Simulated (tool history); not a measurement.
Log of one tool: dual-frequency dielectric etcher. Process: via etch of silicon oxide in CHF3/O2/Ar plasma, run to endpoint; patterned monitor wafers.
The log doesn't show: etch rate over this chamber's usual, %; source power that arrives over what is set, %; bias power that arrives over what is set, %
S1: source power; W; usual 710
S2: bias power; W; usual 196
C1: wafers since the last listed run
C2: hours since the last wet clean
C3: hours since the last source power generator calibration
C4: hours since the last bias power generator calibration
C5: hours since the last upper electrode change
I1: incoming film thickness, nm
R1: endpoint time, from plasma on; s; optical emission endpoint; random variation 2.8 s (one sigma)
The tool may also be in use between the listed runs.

run 1 day=0.000 | S1=710 S2=196 | C1=0 C2=562.5 C3=155.3 C4=1875.6 C5=2406.6 | I1=660.6 | R1=339.9
-- day=3.162 wet clean of the chamber
run 2 day=4.450 | S1=710 S2=196 | C1=275 C2=30.9 C3=262.1 C4=1982.4 C5=2513.4 | I1=667.3 | R1=322.2
run 3 day=8.604 | S1=710 S2=196 | C1=332 C2=130.6 C3=361.8 C4=2082.1 C5=2613.1 | I1=664.4 | R1=321.5
run 4 day=11.367 | S1=710 S2=196 | C1=220 C2=196.9 C3=428.1 C4=2148.4 C5=2679.4 | I1=660.8 | R1=323.3
-- day=23.392 wet clean of the chamber
run 5 day=23.779 | S1=710 S2=196 | C1=912 C2=9.3 C3=726.0 C4=2446.3 C5=2977.3 | I1=663.6 | R1=318.8
run 6 day=26.188 | S1=710 S2=196 | C1=192 C2=67.1 C3=783.8 C4=2504.1 C5=3035.1 | I1=660.9 | R1=321.3
run 7 day=29.650 | S1=710 S2=196 | C1=276 C2=150.2 C3=866.9 C4=2587.2 C5=3118.2 | I1=663.3 | R1=324.9
run 8 day=33.871 | S1=710 S2=196 | C1=337 C2=251.5 C3=968.2 C4=2688.5 C5=3219.5 | I1=658.4 | R1=323.3
-- day=35.521 upper electrode replaced
run 9 day=35.712 | S1=710 S2=196 | C1=67 C2=295.7 C3=1012.4 C4=2732.7 C5=4.6 | I1=658.8 | R1=324.5
run 10 day=40.117 | S1=710 S2=196 | C1=352 C2=401.4 C3=1118.1 C4=2838.4 C5=110.3 | I1=662.0 | R1=329.9
run 11 day=42.538 | S1=710 S2=196 | C1=193 C2=459.5 C3=1176.2 C4=2896.5 C5=168.4 | I1=666.0 | R1=334.5
-- day=44.371 wet clean of the chamber
run 12 day=45.125 | S1=710 S2=196 | C1=126 C2=18.1 C3=1238.3 C4=2958.6 C5=230.5 | I1=670.5 | R1=325.2
run 13 day=46.733 | S1=820 S2=196 | C1=128 C2=56.7 C3=1276.9 C4=2997.2 C5=269.1 | I1=660.3 | R1=296.2
run 14 day=50.021 | S1=820 S2=196 | C1=262 C2=135.6 C3=1355.8 C4=3076.1 C5=348.0 | I1=662.5 | R1=301.5
run 15 day=53.112 | S1=820 S2=196 | C1=247 C2=209.8 C3=1430.0 C4=3150.3 C5=422.2 | I1=663.2 | R1=301.4
run 16 day=54.804 | S1=610 S2=176 | C1=135 C2=250.4 C3=1470.6 C4=3190.9 C5=462.8 | I1=665.5 | R1=370.4
run 17 day=56.858 | S1=610 S2=176 | C1=164 C2=299.7 C3=1519.9 C4=3240.2 C5=512.1 | I1=655.0 | R1=365.0
run 18 day=61.292 | S1=610 S2=176 | C1=354 C2=406.1 C3=1626.3 C4=3346.6 C5=618.5 | I1=659.4 | R1=370.3
run 19 day=63.429 | S1=800 S2=230 | C1=170 C2=457.4 C3=1677.6 C4=3397.9 C5=669.8 | I1=657.2 | R1=292.0
-- day=67.258 wet clean of the chamber
run 20 day=67.279 | S1=710 S2=196 | C1=227 C2=0.5 C3=1770.0 C4=3490.3 C5=762.2 | I1=662.8 | R1=327.1
run 21 day=70.479 | S1=710 S2=196 | C1=255 C2=77.3 C3=1846.8 C4=3567.1 C5=839.0 | I1=658.8 | R1=321.0
run 22 day=72.546 | S1=710 S2=196 | C1=165 C2=126.9 C3=1896.4 C4=3616.7 C5=888.6 | I1=663.0 | R1=332.2
run 23 day=75.508 | S1=590 S2=160 | C1=236 C2=198.0 C3=1967.5 C4=3687.8 C5=959.7 | I1=656.9 | R1=387.8
run 24 day=78.550 | S1=570 S2=176 | C1=243 C2=271.0 C3=2040.5 C4=3760.8 C5=1032.7 | I1=660.0 | R1=381.2
-- day=81.688 bias power generator calibrated
run 25 day=82.850 | S1=610 S2=176 | C1=330 C2=374.2 C3=2143.7 C4=27.9 C5=1135.9 | I1=656.7 | R1=373.9
run 26 day=86.867 | S1=590 S2=229 | C1=321 C2=470.6 C3=2240.1 C4=124.3 C5=1232.3 | I1=657.5 | R1=343.7
-- day=88.575 source power generator calibrated
run 27 day=90.700 | S1=710 S2=196 | C1=293 C2=562.6 C3=51.0 C4=216.3 C5=1324.3 | I1=659.0 | R1=342.1
-- day=91.833 wet clean of the chamber
run 28 day=95.196 | S1=780 S2=212 | C1=279 C2=80.7 C3=158.9 C4=324.2 C5=1432.2 | I1=662.3 | R1=293.7
run 29 day=98.229 | S1=560 S2=196 | C1=242 C2=153.5 C3=231.7 C4=397.0 C5=1505.0 | I1=666.6 | R1=367.9
run 30 day=101.512 | S1=710 S2=171 | C1=262 C2=232.3 C3=310.5 C4=475.8 C5=1583.8 | I1=657.4 | R1=339.5
run 31 day=103.421 | S1=710 S2=167 | C1=152 C2=278.1 C3=356.3 C4=521.6 C5=1629.6 | I1=666.7 | R1=348.9
run 32 day=105.017 | S1=630 S2=164 | C1=127 C2=316.4 C3=394.6 C4=559.9 C5=1667.9 | I1=662.7 | R1=375.3
run 33 day=112.042 | S1=610 S2=239 | C1=561 C2=485.0 C3=563.2 C4=728.5 C5=1836.5 | I1=662.6 | R1=332.6
run 34 day=116.321 | S1=610 S2=163 | C1=342 C2=587.7 C3=665.9 C4=831.2 C5=1939.2 | I1=656.6 | R1=392.2

Hidden state at the last listed run before each entry between runs and at the first one after, where it differs:
Between runs 1 and 2: wet clean of the chamber (day 3.162)
  etch rate over this chamber's usual, %: -6.06 -> -0.0469
  measured less the result without the state, R1: +20.6 -> +0.2 s
Between runs 4 and 5: wet clean of the chamber (day 23.392)
  etch rate over this chamber's usual, %: -1.62 -> 0.0421
  measured less the result without the state, R1: +5.3 -> -0.2 s
Between runs 8 and 9: upper electrode replaced (day 35.521)
  etch rate over this chamber's usual, %: -2.26 -> -2.68
  measured less the result without the state, R1: +7.3 -> +8.7 s
Between runs 11 and 12: wet clean of the chamber (day 44.371)
  etch rate over this chamber's usual, %: -4.23 -> -0.106
  measured less the result without the state, R1: +14.2 -> +0.3 s
Between runs 19 and 20: wet clean of the chamber (day 67.258)
  etch rate over this chamber's usual, %: -4.28 -> -1.01
  measured less the result without the state, R1: +12.5 -> +3.3 s
Between runs 24 and 25: bias power generator calibrated (day 81.688)
  etch rate over this chamber's usual, %: -3.58 -> -4.56
  measured less the result without the state, R1: +13.7 -> +17.0 s
Between runs 26 and 27: source power generator calibrated (day 88.575)
  etch rate over this chamber's usual, %: -5.48 -> -6.35
  measured less the result without the state, R1: +18.9 -> +21.7 s
Between runs 27 and 28: wet clean of the chamber (day 91.833)
  etch rate over this chamber's usual, %: -6.35 -> -1.18
  measured less the result without the state, R1: +21.7 -> +3.4 s

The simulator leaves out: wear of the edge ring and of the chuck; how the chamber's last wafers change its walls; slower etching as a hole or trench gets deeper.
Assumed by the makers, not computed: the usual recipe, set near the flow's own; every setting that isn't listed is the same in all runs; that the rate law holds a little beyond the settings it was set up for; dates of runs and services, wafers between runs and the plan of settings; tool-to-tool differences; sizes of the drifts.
